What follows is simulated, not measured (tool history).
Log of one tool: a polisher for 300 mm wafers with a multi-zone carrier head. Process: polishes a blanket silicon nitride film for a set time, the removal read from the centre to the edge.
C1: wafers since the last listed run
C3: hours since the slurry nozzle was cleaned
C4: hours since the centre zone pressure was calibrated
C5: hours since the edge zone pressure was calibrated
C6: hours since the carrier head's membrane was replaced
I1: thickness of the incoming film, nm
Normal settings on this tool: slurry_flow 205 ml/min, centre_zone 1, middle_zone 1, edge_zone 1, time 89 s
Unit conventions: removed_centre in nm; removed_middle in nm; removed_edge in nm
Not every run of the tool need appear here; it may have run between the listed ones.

Run 1, day 0: usual settings; C1 0; wafers polished on this pad 229; C3 458.3; C4 651.9; C5 336.4; C6 413.2; I1 652.2. Result: removed_centre 152.3 nm, removed_middle 155.5 nm, removed_edge 152.2 nm.
Run 2, day 1.296: usual settings; C1 303; wafers polished on this pad 533; C3 489.4; C4 683; C5 367.5; C6 444.3; I1 647.5. Result: removed_centre 152.6 nm, removed_middle 155.7 nm, removed_edge 153.2 nm.
Run 3, day 3.304: usual settings; C1 470; wafers polished on this pad 1004; C3 537.6; C4 731.2; C5 415.7; C6 492.5; I1 657.5. Result: removed_centre 153.5 nm, removed_middle 156.1 nm, removed_edge 154.1 nm.
Run 4, day 4.704: usual settings; C1 328; wafers polished on this pad 1332; C3 571.2; C4 764.8; C5 449.3; C6 526.1; I1 638.2. Result: removed_centre 152.7 nm, removed_middle 156.6 nm, removed_edge 153.6 nm.
At day 6.179: slurry nozzle cleaned.
Run 5, day 6.7: usual settings; C1 458; wafers polished on this pad 1790; C3 12.5; C4 812.7; C5 497.2; C6 574; I1 644.2. Result: removed_centre 152.2 nm, removed_middle 155.5 nm, removed_edge 154.1 nm.
Run 6, day 8.296: usual settings but centre_zone 1.05; C1 374; wafers polished on this pad 2164; C3 50.8; C4 851; C5 535.5; C6 612.3; I1 640.1. Result: removed_centre 159.2 nm, removed_middle 155.2 nm, removed_edge 150.3 nm.
Run 7, day 10.542: usual settings but centre_zone 1.05; C1 526; wafers polished on this pad 2691; C3 104.7; C4 904.9; C5 589.4; C6 666.2; I1 640.6. Result: removed_centre 160.1 nm, removed_middle 156.4 nm, removed_edge 152.4 nm.
At day 10.912: worn pad replaced by a new one.
Run 8, day 12.625: usual settings but centre_zone 1.05; C1 449; wafers polished on this pad 401; C3 154.7; C4 954.9; C5 639.4; C6 716.2; I1 648.1. Result: removed_centre 161.4 nm, removed_middle 155.1 nm, removed_edge 154.3 nm.
Run 9, day 18: usual settings; C1 1260; wafers polished on this pad 1662; C3 283.7; C4 1083.9; C5 768.4; C6 845.2; I1 644. Result: removed_centre 150.5 nm, removed_middle 155.8 nm, removed_edge 152.6 nm.
Run 10, day 19.683: usual settings but middle_zone 0.96, edge_zone 1.03, time 115 s; C1 394; wafers polished on this pad 2056; C3 324.1; C4 1124.3; C5 808.8; C6 885.6; I1 658. Result: removed_centre 197.5 nm, removed_middle 193.8 nm, removed_edge 201.2 nm.
Run 11, day 20.708: usual settings but edge_zone 0.93, time 65 s; C1 240; wafers polished on this pad 2297; C3 348.7; C4 1148.9; C5 833.4; C6 910.2; I1 650.1. Result: removed_centre 111.2 nm, removed_middle 112.4 nm, removed_edge 108.5 nm.
At day 21.442: worn pad replaced by a new one.
At day 22.454: centre zone pressure recalibrated.
Run 12, day 23.138: usual settings but centre_zone 0.93, middle_zone 1.07, time 114 s; C1 510; wafers polished on this pad 378; C3 407; C4 16.4; C5 891.7; C6 968.5; I1 658.5. Result: removed_centre 182.7 nm, removed_middle 214.3 nm, removed_edge 199.9 nm.
At day 24.917: edge zone pressure recalibrated.
Run 13, day 26.008: usual settings but centre_zone 0.9, middle_zone 0.9, edge_zone 0.91, time 108 s; C1 653; wafers polished on this pad 1032; C3 475.9; C4 85.3; C5 26.2; C6 1037.4; I1 651. Result: removed_centre 169.4 nm, removed_middle 170.5 nm, removed_edge 183.8 nm.
Run 14, day 27.854: usual settings but slurry_flow 150 ml/min, time 114 s; C1 432; wafers polished on this pad 1465; C3 520.2; C4 129.6; C5 70.5; C6 1081.7; I1 651.5. Result: removed_centre 183 nm, removed_middle 187.1 nm, removed_edge 190.9 nm.
At day 30.554: carrier head's membrane replaced by a new one.
Run 15, day 30.575: usual settings but slurry_flow 170 ml/min, centre_zone 1.09, middle_zone 0.97; C1 589; wafers polished on this pad 2054; C3 585.5; C4 194.9; C5 135.8; C6 0.5; I1 646.5. Result: removed_centre 159.8 nm, removed_middle 146.7 nm, removed_edge 154.3 nm.
At day 31.846: slurry nozzle cleaned.
At day 32.346: worn pad replaced by a new one.
Run 16, day 32.396: usual settings but slurry_flow 180 ml/min, middle_zone 1.11, edge_zone 1.06; C1 378; wafers polished on this pad 11; C3 13.2; C4 238.6; C5 179.5; C6 44.2; I1 645.8. Result: removed_centre 148.7 nm, removed_middle 166.3 nm, removed_edge 153.8 nm.
Run 17, day 34.3: usual settings; C1 446; wafers polished on this pad 458; C3 58.9; C4 284.3; C5 225.2; C6 89.9; I1 641.8. Result: removed_centre 152.2 nm, removed_middle 155.6 nm, removed_edge 154 nm.
Run 18, day 35.596: usual settings but slurry_flow 235 ml/min; C1 303; wafers polished on this pad 761; C3 90; C4 315.4; C5 256.3; C6 121; I1 652.7. Result: removed_centre 156.2 nm, removed_middle 160.9 nm, removed_edge 160.8 nm.
Run 19, day 38.433: usual settings but middle_zone 1.06; C1 665; wafers polished on this pad 1427; C3 158.1; C4 383.5; C5 324.4; C6 189.1; I1 649.3. Result: removed_centre 152.6 nm, removed_middle 163.7 nm, removed_edge 153.8 nm.
Run 20, day 39.921: usual settings but slurry_flow 180 ml/min, centre_zone 0.94, edge_zone 1.03; C1 348; wafers polished on this pad 1776; C3 193.8; C4 419.2; C5 360.1; C6 224.8; I1 657.4. Result: removed_centre 141.8 nm, removed_middle 154.4 nm, removed_edge 153.3 nm.
Run 21, day 42.346: usual settings but slurry_flow 175 ml/min, centre_zone 1.04, edge_zone 1.06, time 59 s; C1 568; wafers polished on this pad 2344; C3 252; C4 477.4; C5 418.3; C6 283; I1 648.3. Result: removed_centre 101.1 nm, removed_middle 101.1 nm, removed_edge 103.2 nm.
At day 42.912: worn pad replaced by a new one.
Run 22, day 43.712: usual settings but slurry_flow 180 ml/min, middle_zone 1.07, edge_zone 0.94; C1 281; wafers polished on this pad 187; C3 284.8; C4 510.2; C5 451.1; C6 315.8; I1 644.7. Result: removed_centre 147.9 nm, removed_middle 162.9 nm, removed_edge 148.1 nm.
Run 23, day 45.208: usual settings; C1 350; wafers polished on this pad 538; C3 320.7; C4 546.1; C5 487; C6 351.7; I1 652.8. Result: removed_centre 150.6 nm, removed_middle 155.2 nm, removed_edge 160.7 nm.

Predict each of these 3 candidate next runs independently; none follows another, all start after run 23:
Run A, day 45.229: usual settings; C1 4; wafers polished on this pad 543; C3 321.2; C4 546.6; C5 487.5; C6 352.2; I1 662.8. Result: removed_centre ?, removed_middle ?, removed_edge ?.
Run B, day 45.229: usual settings but slurry_flow 175 ml/min, edge_zone 1.09, time 78 s; C1 4; wafers polished on this pad 543; C3 321.2; C4 546.6; C5 487.5; C6 352.2; I1 662.8. Result: removed_centre ?, removed_middle ?, removed_edge ?.
Run C, day 45.229: usual settings but centre_zone 1.03; C1 4; wafers polished on this pad 543; C3 321.2; C4 546.6; C5 487.5; C6 352.2; I1 662.8. Result: removed_centre ?, removed_middle ?, removed_edge ?.

run  removed_centre  removed_middle  removed_edge
  A           150.6           157.1           155
  B             128           134.1         137.4
  C           154.7           157.1           155
Stripped of hidden state, with their random variation kept, the same runs would have yielded:
run  removed_centre  removed_middle  removed_edge
  A           150.6           157.1           155
  B             128           134.1         137.4
  C           154.7           157.1           155
